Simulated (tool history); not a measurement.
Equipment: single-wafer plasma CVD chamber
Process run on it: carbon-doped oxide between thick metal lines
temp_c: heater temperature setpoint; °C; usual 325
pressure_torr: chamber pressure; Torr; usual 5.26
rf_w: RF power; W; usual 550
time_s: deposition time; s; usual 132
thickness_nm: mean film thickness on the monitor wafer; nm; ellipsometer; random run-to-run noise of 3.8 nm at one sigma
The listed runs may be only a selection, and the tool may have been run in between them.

run    hour  temp_c  pressure_torr  rf_w  time_s  read-back reference wafer on the same gauge, thickness_nm  thickness_nm
  1     0.0     325           5.26   550     132                                                    899.599       754.255
  2    79.1     325           5.26   550     132                                                    901.045       762.282
  3   166.8     325           5.26   550     132                                                    899.406       757.959
  4   203.4     325           5.26   550     132                                                    901.679       760.294
  5   252.8     325           5.26   550     132                                                    899.439       755.354
  6   308.5     325           5.26   550     132                                                    899.658       753.566
  7   351.7     325           5.26   550     132                                                    900.351       760.054
  8   394.7     325           5.26   550     132                                                    899.467       765.027
  9   451.3     325           5.26   550     132                                                    901.781       758.474
 10   541.6     325           5.26   580     132                                                    899.956       777.130
 11   644.7     320           5.26   630     132                                                    900.032       824.226
 12   691.2     333           5.26   655     132                                                    898.189       810.203
 13   736.7     325           5.88   550     132                                                    899.159       767.483
 14   797.7     316           5.26   580     106                                                    899.386       642.206
 15   894.6     325           4.70   450     146                                                    899.768       750.568
 16   991.4     316           6.31   490     155                                                    900.010       874.217
 17  1098.6     333           5.26   450     132                                                    900.724       664.101
 18  1187.8     321           6.49   550     106                                                    901.571       625.848
 19  1225.7     325           5.26   550     132                                                    900.177       754.665
 20  1290.9     325           5.26   630     132                                                    900.455       811.956
 21  1359.8     325           5.26   550     132                                                    899.631       755.650
 22  1436.2     325           5.26   550     132                                                    898.898       751.552
 23  1537.6     319           5.26   550     132                                                    899.793       771.844
 24  1610.6     325           5.26   550     132                                                    900.466       755.860
 25  1651.2     325           5.26   550     157                                                    902.064       900.791
 26  1748.0     325           5.26   440     132                                                    898.970       672.592
 27  1850.2     325           5.80   550     132                                                    899.355       763.513
 28  1915.9     325           5.26   550     108                                                    901.333       622.231

Withheld: 6 entries from between the runs. Position of each, and hidden state at the listed run before versus the listed run after:
In the gap between runs 2 and 3: RF generator calibrated (hour 166.3)
  the hidden state is the same at both runs
In the gap between runs 10 and 11: showerhead replaced (hour 570.1)
  the hidden state is the same at both runs
In the gap between runs 15 and 16: capacitance manometer re-zeroed and calibrated (hour 935.1)
  the hidden state is the same at both runs
In the gap between runs 20 and 21: gauge calibrated (hour 1291.6); thermocouple changed; heater temperature recalibrated (hour 1316.9); RF generator calibrated (hour 1327.1)
  the hidden state is the same at both runs
